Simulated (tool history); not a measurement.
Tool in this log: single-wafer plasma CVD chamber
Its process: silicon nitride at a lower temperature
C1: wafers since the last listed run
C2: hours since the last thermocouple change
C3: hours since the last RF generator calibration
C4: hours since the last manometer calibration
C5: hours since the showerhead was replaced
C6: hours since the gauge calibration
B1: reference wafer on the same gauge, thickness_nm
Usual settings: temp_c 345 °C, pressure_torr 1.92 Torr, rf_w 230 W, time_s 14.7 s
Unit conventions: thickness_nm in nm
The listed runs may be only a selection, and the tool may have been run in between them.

run 1 hour=0.0 | temp_c=345 pressure_torr=1.77 rf_w=260 time_s=14.7 | C1=0 C2=166.9 C3=730.4 C4=1908.9 C5=10.9 C6=1113.6 | B1=16.101 | thickness_nm=15.809
run 2 hour=44.4 | temp_c=345 pressure_torr=1.92 rf_w=240 time_s=13.0 | C1=1291 C2=211.3 C3=774.8 C4=1953.3 C5=55.3 C6=1158.0 | B1=16.105 | thickness_nm=13.224
run 3 hour=209.3 | temp_c=345 pressure_torr=1.92 rf_w=240 time_s=13.0 | C1=4797 C2=376.2 C3=939.7 C4=2118.2 C5=220.2 C6=1322.9 | B1=16.101 | thickness_nm=13.151
run 4 hour=241.4 | temp_c=345 pressure_torr=1.92 rf_w=230 time_s=14.7 | C1=933 C2=408.3 C3=971.8 C4=2150.3 C5=252.3 C6=1355.0 | B1=16.106 | thickness_nm=14.317
run 5 hour=310.0 | temp_c=345 pressure_torr=1.92 rf_w=230 time_s=17.0 | C1=1995 C2=476.9 C3=1040.4 C4=2218.9 C5=320.9 C6=1423.6 | B1=16.106 | thickness_nm=16.423
-- hour=324.0 gauge calibrated
run 6 hour=340.6 | temp_c=345 pressure_torr=1.92 rf_w=230 time_s=14.7 | C1=890 C2=507.5 C3=1071.0 C4=2249.5 C5=351.5 C6=16.6 | B1=16.099 | thickness_nm=14.231
run 7 hour=387.5 | temp_c=345 pressure_torr=2.10 rf_w=245 time_s=13.8 | C1=1364 C2=554.4 C3=1117.9 C4=2296.4 C5=398.4 C6=63.5 | B1=16.096 | thickness_nm=14.583
-- hour=405.8 capacitance manometer re-zeroed and calibrated
run 8 hour=453.6 | temp_c=345 pressure_torr=1.52 rf_w=230 time_s=14.7 | C1=1690 C2=620.5 C3=1184.0 C4=47.8 C5=464.5 C6=129.6 | B1=16.088 | thickness_nm=13.668
run 9 hour=491.7 | temp_c=345 pressure_torr=2.13 rf_w=230 time_s=11.8 | C1=1108 C2=658.6 C3=1222.1 C4=85.9 C5=502.6 C6=167.7 | B1=16.116 | thickness_nm=11.891
-- hour=546.7 RF generator calibrated
run 10 hour=548.5 | temp_c=334 pressure_torr=2.26 rf_w=185 time_s=16.1 | C1=1419 C2=715.4 C3=1.8 C4=142.7 C5=559.4 C6=224.5 | B1=16.115 | thickness_nm=13.245
run 11 hour=582.7 | temp_c=336 pressure_torr=1.92 rf_w=230 time_s=14.7 | C1=995 C2=749.6 C3=36.0 C4=176.9 C5=593.6 C6=258.7 | B1=16.100 | thickness_nm=14.686
run 12 hour=617.8 | temp_c=332 pressure_torr=2.33 rf_w=190 time_s=11.8 | C1=1021 C2=784.7 C3=71.1 C4=212.0 C5=628.7 C6=293.8 | B1=16.096 | thickness_nm=10.082
run 13 hour=667.3 | temp_c=345 pressure_torr=2.08 rf_w=230 time_s=15.7 | C1=1440 C2=834.2 C3=120.6 C4=261.5 C5=678.2 C6=343.3 | B1=16.110 | thickness_nm=15.882
-- hour=750.2 thermocouple changed; heater temperature recalibrated
run 14 hour=876.9 | temp_c=345 pressure_torr=1.62 rf_w=230 time_s=14.7 | C1=5865 C2=126.7 C3=330.2 C4=471.1 C5=887.8 C6=552.9 | B1=16.086 | thickness_nm=14.014
run 15 hour=936.3 | temp_c=345 pressure_torr=1.92 rf_w=230 time_s=14.7 | C1=1728 C2=186.1 C3=389.6 C4=530.5 C5=947.2 C6=612.3 | B1=16.086 | thickness_nm=14.591
run 16 hour=1000.3 | temp_c=345 pressure_torr=1.92 rf_w=230 time_s=14.7 | C1=1862 C2=250.1 C3=453.6 C4=594.5 C5=1011.2 C6=676.3 | B1=16.095 | thickness_nm=14.557
run 17 hour=1041.9 | temp_c=345 pressure_torr=1.57 rf_w=245 time_s=17.3 | C1=1210 C2=291.7 C3=495.2 C4=636.1 C5=1052.8 C6=717.9 | B1=16.100 | thickness_nm=17.288
run 18 hour=1070.7 | temp_c=353 pressure_torr=2.16 rf_w=215 time_s=15.5 | C1=837 C2=320.5 C3=524.0 C4=664.9 C5=1081.6 C6=746.7 | B1=16.100 | thickness_nm=14.654
run 19 hour=1095.5 | temp_c=345 pressure_torr=1.92 rf_w=230 time_s=14.7 | C1=721 C2=345.3 C3=548.8 C4=689.7 C5=1106.4 C6=771.5 | B1=16.088 | thickness_nm=14.557
run 20 hour=1134.3 | temp_c=334 pressure_torr=2.26 rf_w=185 time_s=16.1 | C1=1128 C2=384.1 C3=587.6 C4=728.5 C5=1145.2 C6=810.3 | B1=16.111 | thickness_nm=13.133
run 21 hour=1185.3 | temp_c=338 pressure_torr=1.92 rf_w=230 time_s=13.7 | C1=1483 C2=435.1 C3=638.6 C4=779.5 C5=1196.2 C6=861.3 | B1=16.091 | thickness_nm=13.548
run 22 hour=1212.2 | temp_c=356 pressure_torr=1.54 rf_w=190 time_s=13.7 | C1=782 C2=462.0 C3=665.5 C4=806.4 C5=1223.1 C6=888.2 | B1=16.086 | thickness_nm=10.450
run 23 hour=1254.4 | temp_c=353 pressure_torr=1.92 rf_w=230 time_s=14.7 | C1=1227 C2=504.2 C3=707.7 C4=848.6 C5=1265.3 C6=930.4 | B1=16.102 | thickness_nm=14.424
run 24 hour=1290.7 | temp_c=357 pressure_torr=1.66 rf_w=245 time_s=16.6 | C1=1056 C2=540.5 C3=744.0 C4=884.9 C5=1301.6 C6=966.7 | B1=16.112 | thickness_nm=16.678
run 25 hour=1327.4 | temp_c=332 pressure_torr=1.45 rf_w=190 time_s=12.3 | C1=1067 C2=577.2 C3=780.7 C4=921.6 C5=1338.3 C6=1003.4 | B1=16.088 | thickness_nm=9.300
run 26 hour=1357.3 | temp_c=345 pressure_torr=1.92 rf_w=270 time_s=14.7 | C1=869 C2=607.1 C3=810.6 C4=951.5 C5=1368.2 C6=1033.3 | B1=16.107 | thickness_nm=16.813
run 27 hour=1396.5 | temp_c=345 pressure_torr=1.92 rf_w=185 time_s=17.6 | C1=1140 C2=646.3 C3=849.8 C4=990.7 C5=1407.4 C6=1072.5 | B1=16.090 | thickness_nm=13.710

Forecast each of these 5 alternatives for the next run:
run A hour=1396.9 | temp_c=345 pressure_torr=1.92 rf_w=230 time_s=14.7 | C1=11 C2=646.7 C3=850.2 C4=991.1 C5=1407.8 C6=1072.9 | B1=? | thickness_nm=?
run B hour=1396.9 | temp_c=335 pressure_torr=1.68 rf_w=230 time_s=16.9 | C1=11 C2=646.7 C3=850.2 C4=991.1 C5=1407.8 C6=1072.9 | B1=? | thickness_nm=?
run C hour=1396.9 | temp_c=340 pressure_torr=2.33 rf_w=215 time_s=16.8 | C1=11 C2=646.7 C3=850.2 C4=991.1 C5=1407.8 C6=1072.9 | B1=? | thickness_nm=?
run D hour=1396.9 | temp_c=345 pressure_torr=1.63 rf_w=230 time_s=12.5 | C1=11 C2=646.7 C3=850.2 C4=991.1 C5=1407.8 C6=1072.9 | B1=? | thickness_nm=?
run E hour=1396.9 | temp_c=345 pressure_torr=2.33 rf_w=230 time_s=14.7 | C1=11 C2=646.7 C3=850.2 C4=991.1 C5=1407.8 C6=1072.9 | B1=? | thickness_nm=?

run=A B1=16.078 thickness_nm=14.385
run=B B1=16.078 thickness_nm=16.063
run=C B1=16.078 thickness_nm=16.097
run=D B1=16.078 thickness_nm=11.763
run=E B1=16.078 thickness_nm=15.048
Stripped of hidden state, with their random variation kept, the same runs would have yielded:
run=A thickness_nm=14.563
run=B thickness_nm=16.262
run=C thickness_nm=16.294
run=D thickness_nm=11.909
run=E thickness_nm=15.232
